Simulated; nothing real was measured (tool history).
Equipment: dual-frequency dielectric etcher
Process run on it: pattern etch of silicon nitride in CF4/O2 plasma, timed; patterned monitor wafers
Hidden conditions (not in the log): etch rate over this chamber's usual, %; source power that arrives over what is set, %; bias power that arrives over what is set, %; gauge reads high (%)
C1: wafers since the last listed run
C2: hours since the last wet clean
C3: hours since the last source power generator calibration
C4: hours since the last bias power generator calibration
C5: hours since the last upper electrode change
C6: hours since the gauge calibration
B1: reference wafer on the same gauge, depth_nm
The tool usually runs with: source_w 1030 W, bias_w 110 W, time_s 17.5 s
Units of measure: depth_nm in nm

{"run": 1, "hour": 0.0, "source_w": 1030, "bias_w": 110, "time_s": 17.5, "C1": 0, "C2": 281.2, "C3": 1994.3, "C4": 2454.8, "C5": 1924, "C6": 532, "B1": 50.7, "depth_nm": 53.1}
{"run": 2, "hour": 14.6, "source_w": 1030, "bias_w": 110, "time_s": 17.5, "C1": 144, "C2": 295.8, "C3": 2008.9, "C4": 2469.4, "C5": 1938.6, "C6": 546.6, "B1": 50.7, "depth_nm": 52.9}
{"run": 3, "hour": 41.4, "source_w": 1030, "bias_w": 110, "time_s": 17.5, "C1": 265, "C2": 322.6, "C3": 2035.7, "C4": 2496.2, "C5": 1965.4, "C6": 573.4, "B1": 50.7, "depth_nm": 52.7}
{"run": 4, "hour": 67.9, "source_w": 1030, "bias_w": 110, "time_s": 17.5, "C1": 262, "C2": 349.1, "C3": 2062.2, "C4": 2522.7, "C5": 1991.9, "C6": 599.9, "B1": 50.8, "depth_nm": 52.8}
{"run": 5, "hour": 100.3, "source_w": 1030, "bias_w": 110, "time_s": 17.5, "C1": 321, "C2": 381.5, "C3": 2094.6, "C4": 2555.1, "C5": 2024.3, "C6": 632.3, "B1": 50.7, "depth_nm": 52.4}
{"run": 6, "hour": 130.1, "source_w": 1030, "bias_w": 110, "time_s": 17.5, "C1": 295, "C2": 411.3, "C3": 2124.4, "C4": 2584.9, "C5": 2054.1, "C6": 662.1, "B1": 50.7, "depth_nm": 52.5}
{"run": 7, "hour": 147.4, "source_w": 1210, "bias_w": 110, "time_s": 15, "C1": 171, "C2": 428.6, "C3": 2141.7, "C4": 2602.2, "C5": 2071.4, "C6": 679.4, "B1": 50.8, "depth_nm": 52.9}
{"run": 8, "hour": 176.6, "source_w": 1210, "bias_w": 110, "time_s": 15, "C1": 289, "C2": 457.8, "C3": 2170.9, "C4": 2631.4, "C5": 2100.6, "C6": 708.6, "B1": 50.8, "depth_nm": 53}
{"run": 9, "hour": 199.4, "source_w": 1120, "bias_w": 98, "time_s": 17.5, "C1": 226, "C2": 480.6, "C3": 2193.7, "C4": 2654.2, "C5": 2123.4, "C6": 731.4, "B1": 50.7, "depth_nm": 53.5}
{"hour": 242.3, "done": "wet clean of the chamber"}
{"run": 10, "hour": 242.8, "source_w": 1120, "bias_w": 98, "time_s": 17.5, "C1": 192, "C2": 0.5, "C3": 2237.1, "C4": 2697.6, "C5": 2166.8, "C6": 774.8, "B1": 50.7, "depth_nm": 54.9}
{"run": 11, "hour": 245.1, "source_w": 1120, "bias_w": 98, "time_s": 17.5, "C1": 22, "C2": 2.8, "C3": 2239.4, "C4": 2699.9, "C5": 2169.1, "C6": 777.1, "B1": 50.8, "depth_nm": 54.7}
{"run": 12, "hour": 258.6, "source_w": 1210, "bias_w": 110, "time_s": 15, "C1": 133, "C2": 16.3, "C3": 2252.9, "C4": 2713.4, "C5": 2182.6, "C6": 790.6, "B1": 50.8, "depth_nm": 53.9}
{"hour": 274.1, "done": "gauge calibrated"}
{"run": 13, "hour": 276.0, "source_w": 1220, "bias_w": 119, "time_s": 17.5, "C1": 172, "C2": 33.7, "C3": 2270.3, "C4": 2730.8, "C5": 2200, "C6": 1.9, "B1": 50.7, "depth_nm": 65.7}
{"hour": 287.2, "done": "bias power generator calibrated"}
{"hour": 313.6, "done": "upper electrode replaced"}
{"run": 14, "hour": 314.1, "source_w": 1210, "bias_w": 110, "time_s": 15, "C1": 100, "C2": 71.8, "C3": 2308.4, "C4": 26.9, "C5": 0.5, "C6": 40, "B1": 50.6, "depth_nm": 53.8}
{"hour": 377.7, "done": "source power generator calibrated"}
{"run": 15, "hour": 378.4, "source_w": 780, "bias_w": 101, "time_s": 17.5, "C1": 598, "C2": 136.1, "C3": 0.7, "C4": 91.2, "C5": 64.8, "C6": 104.3, "B1": 50.7, "depth_nm": 38.8}
{"run": 16, "hour": 467.6, "source_w": 1030, "bias_w": 110, "time_s": 21.5, "C1": 884, "C2": 225.3, "C3": 89.9, "C4": 180.4, "C5": 154, "C6": 193.5, "B1": 50.7, "depth_nm": 67.3}
{"run": 17, "hour": 542.5, "source_w": 1030, "bias_w": 110, "time_s": 17.5, "C1": 742, "C2": 300.2, "C3": 164.8, "C4": 255.3, "C5": 228.9, "C6": 268.4, "B1": 50.7, "depth_nm": 54.4}
{"run": 18, "hour": 573.1, "source_w": 1030, "bias_w": 110, "time_s": 17.5, "C1": 303, "C2": 330.8, "C3": 195.4, "C4": 285.9, "C5": 259.5, "C6": 299, "B1": 50.7, "depth_nm": 54.4}
{"run": 19, "hour": 598.1, "source_w": 850, "bias_w": 110, "time_s": 17.5, "C1": 247, "C2": 355.8, "C3": 220.4, "C4": 310.9, "C5": 284.5, "C6": 324, "B1": 50.7, "depth_nm": 43.9}
{"run": 20, "hour": 623.6, "source_w": 1030, "bias_w": 121, "time_s": 20.5, "C1": 252, "C2": 381.3, "C3": 245.9, "C4": 336.4, "C5": 310, "C6": 349.5, "B1": 50.7, "depth_nm": 66.6}
{"run": 21, "hour": 657.8, "source_w": 1030, "bias_w": 110, "time_s": 17.5, "C1": 339, "C2": 415.5, "C3": 280.1, "C4": 370.6, "C5": 344.2, "C6": 383.7, "B1": 50.7, "depth_nm": 53.9}
{"run": 22, "hour": 682.1, "source_w": 950, "bias_w": 132, "time_s": 21, "C1": 241, "C2": 439.8, "C3": 304.4, "C4": 394.9, "C5": 368.5, "C6": 408, "B1": 50.7, "depth_nm": 65.5}
{"run": 23, "hour": 697.1, "source_w": 830, "bias_w": 102, "time_s": 19, "C1": 148, "C2": 454.8, "C3": 319.4, "C4": 409.9, "C5": 383.5, "C6": 423, "B1": 50.8, "depth_nm": 44.1}

Hidden state at the last listed run before each entry between runs and at the first one after, where it differs:
Run 9 -> run 10: wet clean of the chamber (hour 242.3)
  etch rate over this chamber's usual, %: -2.41 -> -0.15; source power that arrives over what is set, %: -4.2 -> -4.28
  measured result minus the result with no hidden state, depth_nm: -3.9 -> -2.7 nm
Run 12 -> run 13: gauge calibrated (hour 274.1)
  etch rate over this chamber's usual, %: -0.237 -> -0.332; source power that arrives over what is set, %: -4.31 -> -4.34
  measured result minus the result with no hidden state, depth_nm: -2.7 -> -3.4 nm
Run 13 -> run 14: bias power generator calibrated (hour 287.2); upper electrode replaced (hour 313.6)
  etch rate over this chamber's usual, %: -0.332 -> -0.541; source power that arrives over what is set, %: -4.34 -> -4.41
  measured result minus the result with no hidden state, depth_nm: -3.4 -> -3 nm
Run 14 -> run 15: source power generator calibrated (hour 377.7)
  etch rate over this chamber's usual, %: -0.541 -> -0.895; source power that arrives over what is set, %: -4.41 -> -0.412
  measured result minus the result with no hidden state, depth_nm: -3 -> -0.5 nm

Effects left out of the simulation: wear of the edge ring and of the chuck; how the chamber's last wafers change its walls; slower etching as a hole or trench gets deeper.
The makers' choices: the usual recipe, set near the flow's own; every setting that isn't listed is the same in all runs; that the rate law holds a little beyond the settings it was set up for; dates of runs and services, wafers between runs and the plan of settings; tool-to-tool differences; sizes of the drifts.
